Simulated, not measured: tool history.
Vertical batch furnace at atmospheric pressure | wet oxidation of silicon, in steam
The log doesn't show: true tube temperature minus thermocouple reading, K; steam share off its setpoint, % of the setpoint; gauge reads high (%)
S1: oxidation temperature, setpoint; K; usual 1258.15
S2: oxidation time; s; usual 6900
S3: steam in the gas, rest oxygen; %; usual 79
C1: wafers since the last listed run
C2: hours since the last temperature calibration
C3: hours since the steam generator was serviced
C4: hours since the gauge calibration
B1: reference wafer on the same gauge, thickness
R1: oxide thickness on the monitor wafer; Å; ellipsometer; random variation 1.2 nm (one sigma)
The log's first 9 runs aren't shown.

run   hour       S1    S2  S3   C1      C2      C3     C4      B1      R1
 10  117.1  1258.15  6900  75  248  4461.4  3062.5  391.6  634.11  5375.7
 11  127.7  1258.15  6900  79  173    4472  3073.1  402.2  633.88  5578.3
 12    147  1258.15  6900  79  315  4491.3  3092.4  421.5  633.73  5563.2
 13  160.6  1258.15  6900  79  222  4504.9    3106  435.1  634.03  5566.3
     191.2  -- thermocouples replaced and temperature profile calibrated
 14  191.7  1258.15  6900  79  116     0.5  3137.1  466.2  634.03  5574.4
 15  203.5  1258.15  6900  79  192    12.3  3148.9    478  634.05  5555.4
 16    223  1258.15  6900  79  318    31.8  3168.4  497.5     634  5554.9
 17  232.5  1258.15  6900  79  155    41.3  3177.9    507  634.15    5560
 18  250.1  1258.15  6900  86  287    58.9  3195.5  524.6  634.03  5841.3
 19  261.7  1275.15  8160  83  189    70.5  3207.1  536.2  634.02  6866.4
     296.8  -- steam generator serviced
 20  297.3  1270.15  4500  87  189   106.1     0.5  571.8  633.96  4762.9
 21  302.3  1272.15  6900  72   81   111.1     5.5  576.8  634.29    5528

Forecast run 22:
 22  307.4  1236.15  8820  79  83  116.2  10.6  581.9   ?   ?

{"run 22": {"B1": 634.15, "R1": 5562.5}}
Without the tool's hidden state the same run would have given R1 5949.1 Å.
